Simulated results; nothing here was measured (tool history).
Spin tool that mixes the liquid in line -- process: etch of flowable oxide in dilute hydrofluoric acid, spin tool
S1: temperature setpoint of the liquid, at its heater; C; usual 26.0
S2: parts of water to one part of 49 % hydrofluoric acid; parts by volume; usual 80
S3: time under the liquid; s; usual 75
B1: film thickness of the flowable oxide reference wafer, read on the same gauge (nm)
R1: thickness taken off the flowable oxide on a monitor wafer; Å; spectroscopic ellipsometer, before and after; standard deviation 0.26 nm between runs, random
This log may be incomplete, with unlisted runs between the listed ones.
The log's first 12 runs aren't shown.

run,hour,S1,S2,S3,B1,R1
13,578.6,26.0,80,95,150.02,412.0
14,607.7,26.0,80,95,149.98,416.1
15,678.1,26.0,80,95,149.99,411.7
16,849.9,26.0,80,75,149.96,325.2
17,916.2,22.5,100,60,150.02,175.9
18,983.2,26.0,80,75,149.99,327.4
19,1009.0,28.5,65,60,149.94,361.5
20,1042.6,26.0,80,75,150.01,327.4
21,1099.9,22.5,100,60,149.98,175.0
22,1143.6,21.5,60,95,150.00,471.6
# hour 1176.0: gauge calibrated
23,1178.0,24.5,80,55,150.01,229.4
# hour 1207.8: thermometer replaced
24,1211.2,23.0,60,120,149.98,638.7
# hour 1271.2: hydrofluoric acid flow meter replaced
25,1276.3,26.0,80,75,149.97,327.3
26,1336.2,27.5,80,65,150.03,302.4
27,1420.9,24.0,80,75,149.95,301.7
28,1469.3,26.0,50,90,149.97,659.1
29,1501.7,26.0,45,75,149.99,608.8
30,1559.8,26.0,60,65,150.01,385.8
31,1620.1,21.5,80,100,149.98,360.6
32,1646.5,26.0,80,75,149.98,322.4

Alternative continuations, all from the tool just after run 32; predict every row:
A,1646.9,26.0,80,100,?,?
B,1646.9,22.0,65,45,?,?
C,1646.9,26.0,115,75,?,?

run,B1,R1
A,150.02,441.3
B,150.02,212.0
C,150.02,220.1
Without the tool's hidden state the same runs would have given:
run,R1
A,441.3
B,212.0
C,220.1

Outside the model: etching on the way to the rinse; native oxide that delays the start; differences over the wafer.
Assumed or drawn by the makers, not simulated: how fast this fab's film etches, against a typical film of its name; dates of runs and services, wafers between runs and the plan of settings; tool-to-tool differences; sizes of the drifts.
